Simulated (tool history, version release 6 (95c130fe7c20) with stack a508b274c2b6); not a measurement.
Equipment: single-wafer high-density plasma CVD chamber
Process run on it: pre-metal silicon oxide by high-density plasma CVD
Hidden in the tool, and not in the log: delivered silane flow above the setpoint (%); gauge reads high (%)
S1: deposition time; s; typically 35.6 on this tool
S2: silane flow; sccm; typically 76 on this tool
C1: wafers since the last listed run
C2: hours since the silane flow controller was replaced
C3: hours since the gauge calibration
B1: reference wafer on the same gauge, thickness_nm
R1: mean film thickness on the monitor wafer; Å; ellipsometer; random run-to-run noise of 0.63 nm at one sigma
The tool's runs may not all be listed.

| run | hour | S1 | S2 | C1 | C2 | C3 | B1 | R1 |
|---|---|---|---|---|---|---|---|---|
| 1 | 0.0 | 35.6 | 84 | 0 | 4145.3 | 35.2 | 236.853 | 2721.49 |
| 2 | 106.3 | 35.6 | 84 | 2280 | 4251.6 | 141.5 | 237.876 | 2731.15 |
| 3 | 131.9 | 35.6 | 84 | 549 | 4277.2 | 167.1 | 237.786 | 2730.31 |
| 4 | 189.6 | 35.6 | 76 | 1238 | 4334.9 | 224.8 | 238.087 | 2471.24 |
| 5 | 252.0 | 35.6 | 76 | 1338 | 4397.3 | 287.2 | 238.389 | 2463.60 |
| 6 | 298.6 | 35.6 | 76 | 999 | 4443.9 | 333.8 | 238.721 | 2484.90 |
| 7 | 339.7 | 35.6 | 83 | 881 | 4485.0 | 374.9 | 238.916 | 2714.84 |
| 8 | 392.9 | 33.3 | 76 | 1141 | 4538.2 | 428.1 | 238.888 | 2325.67 |
| 9 | 434.0 | 33.3 | 76 | 881 | 4579.3 | 469.2 | 239.092 | 2334.08 |
| 10 | 485.0 | 35.6 | 68 | 1094 | 4630.3 | 520.2 | 239.432 | 2234.07 |
| 11 | 522.9 | 35.6 | 68 | 813 | 4668.2 | 558.1 | 239.129 | 2232.25 |
| 12 | 583.0 | 35.6 | 68 | 1289 | 4728.3 | 618.2 | 239.662 | 2225.94 |
| 13 | 632.1 | 35.6 | 70 | 1053 | 4777.4 | 667.3 | 239.561 | 2292.34 |
| 14 | 668.6 | 39.6 | 72 | 783 | 4813.9 | 703.8 | 239.579 | 2626.01 |
|  | 723.3 | silane flow controller replaced |
| 15 | 723.8 | 35.6 | 76 | 1012 | 0.5 | 759.0 | 239.898 | 2494.56 |
| 16 | 744.7 | 39.8 | 64 | 448 | 21.4 | 779.9 | 239.632 | 2347.51 |
| 17 | 786.8 | 35.6 | 89 | 903 | 63.5 | 822.0 | 239.840 | 2921.64 |
| 18 | 840.3 | 35.6 | 87 | 1147 | 117.0 | 875.5 | 239.712 | 2857.74 |
| 19 | 894.7 | 38.8 | 90 | 1167 | 171.4 | 929.9 | 240.154 | 3219.48 |
| 20 | 962.5 | 33.3 | 71 | 1454 | 239.2 | 997.7 | 240.002 | 2186.75 |
| 21 | 1015.8 | 35.6 | 87 | 1143 | 292.5 | 1051.0 | 240.198 | 2856.96 |
| 22 | 1044.3 | 42.1 | 90 | 611 | 321.0 | 1079.5 | 239.927 | 3479.45 |
| 23 | 1103.1 | 31.7 | 85 | 1261 | 379.8 | 1138.3 | 240.003 | 2486.78 |
|  | 1123.2 | gauge calibrated |
| 24 | 1156.3 | 37.9 | 68 | 1141 | 433.0 | 33.1 | 237.285 | 2353.16 |
| 25 | 1345.9 | 31.7 | 85 | 4068 | 622.6 | 222.7 | 238.390 | 2468.41 |
| 26 | 1405.3 | 32.7 | 67 | 1274 | 682.0 | 282.1 | 238.629 | 2015.18 |

Below are 4 alternative next runs, each starting from the tool's condition after run 26. Predict each:
| A | 1405.7 | 35.6 | 76 | 8 | 682.4 | 282.5 | ? | ? |
| B | 1405.7 | 38.2 | 65 | 8 | 682.4 | 282.5 | ? | ? |
| C | 1405.7 | 42.3 | 76 | 8 | 682.4 | 282.5 | ? | ? |
| D | 1405.7 | 33.2 | 62 | 8 | 682.4 | 282.5 | ? | ? |

| run | B1 | R1 |
|---|---|---|
| A | 238.499 | 2482.55 |
| B | 238.499 | 2278.30 |
| C | 238.499 | 2949.77 |
| D | 238.499 | 1888.71 |
What these runs would have given with no unlogged condition in the tool:
| run | R1 |
|---|---|
| A | 2464.86 |
| B | 2262.07 |
| C | 2928.75 |
| D | 1875.25 |
